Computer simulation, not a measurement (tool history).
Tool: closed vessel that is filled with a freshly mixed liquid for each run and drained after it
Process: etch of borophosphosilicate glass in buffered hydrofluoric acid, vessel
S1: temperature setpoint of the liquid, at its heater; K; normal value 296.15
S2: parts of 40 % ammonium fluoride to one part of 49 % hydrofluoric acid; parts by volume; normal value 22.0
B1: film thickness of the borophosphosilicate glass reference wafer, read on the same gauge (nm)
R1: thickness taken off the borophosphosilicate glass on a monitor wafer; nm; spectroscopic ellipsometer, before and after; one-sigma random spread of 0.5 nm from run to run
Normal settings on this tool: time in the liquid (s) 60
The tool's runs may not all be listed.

run 1 hour=0.0 | S1=296.15 S2=22.0 time_in_the_liquid_(s)=85 | B1=90.00 | R1=101.20
run 2 hour=71.6 | S1=296.15 S2=22.0 time_in_the_liquid_(s)=60 | B1=90.01 | R1=70.91
run 3 hour=152.2 | S1=296.15 S2=22.0 time_in_the_liquid_(s)=60 | B1=90.01 | R1=71.01
run 4 hour=209.9 | S1=296.15 S2=22.0 time_in_the_liquid_(s)=60 | B1=90.04 | R1=70.64
run 5 hour=302.1 | S1=296.15 S2=19.0 time_in_the_liquid_(s)=40 | B1=89.97 | R1=52.43
-- hour=357.2 hydrofluoric acid flow meter replaced
-- hour=372.6 gauge calibrated
run 6 hour=402.8 | S1=296.15 S2=19.0 time_in_the_liquid_(s)=40 | B1=90.05 | R1=58.47
run 7 hour=468.7 | S1=296.15 S2=22.0 time_in_the_liquid_(s)=60 | B1=90.00 | R1=77.57
run 8 hour=573.6 | S1=296.15 S2=22.0 time_in_the_liquid_(s)=45 | B1=90.00 | R1=57.47
run 9 hour=623.5 | S1=292.15 S2=30.0 time_in_the_liquid_(s)=30 | B1=89.95 | R1=24.77
run 10 hour=714.1 | S1=298.15 S2=28.5 time_in_the_liquid_(s)=30 | B1=90.01 | R1=35.67
-- hour=747.2 thermometer replaced
run 11 hour=765.7 | S1=293.15 S2=22.0 time_in_the_liquid_(s)=70 | B1=90.02 | R1=75.20
run 12 hour=891.1 | S1=296.15 S2=30.0 time_in_the_liquid_(s)=60 | B1=90.02 | R1=59.81
-- hour=966.1 gauge calibrated
run 13 hour=987.2 | S1=298.65 S2=13.5 time_in_the_liquid_(s)=90 | B1=89.98 | R1=196.70

What will run 14 give?
run 14 hour=1045.1 | S1=296.15 S2=22.0 time_in_the_liquid_(s)=60 | B1=? | R1=?

Run 14 yielded B1 90.02, R1 74.38 nm.
The same run, on a tool lacking any hidden state, would have yielded R1 78.49 nm.
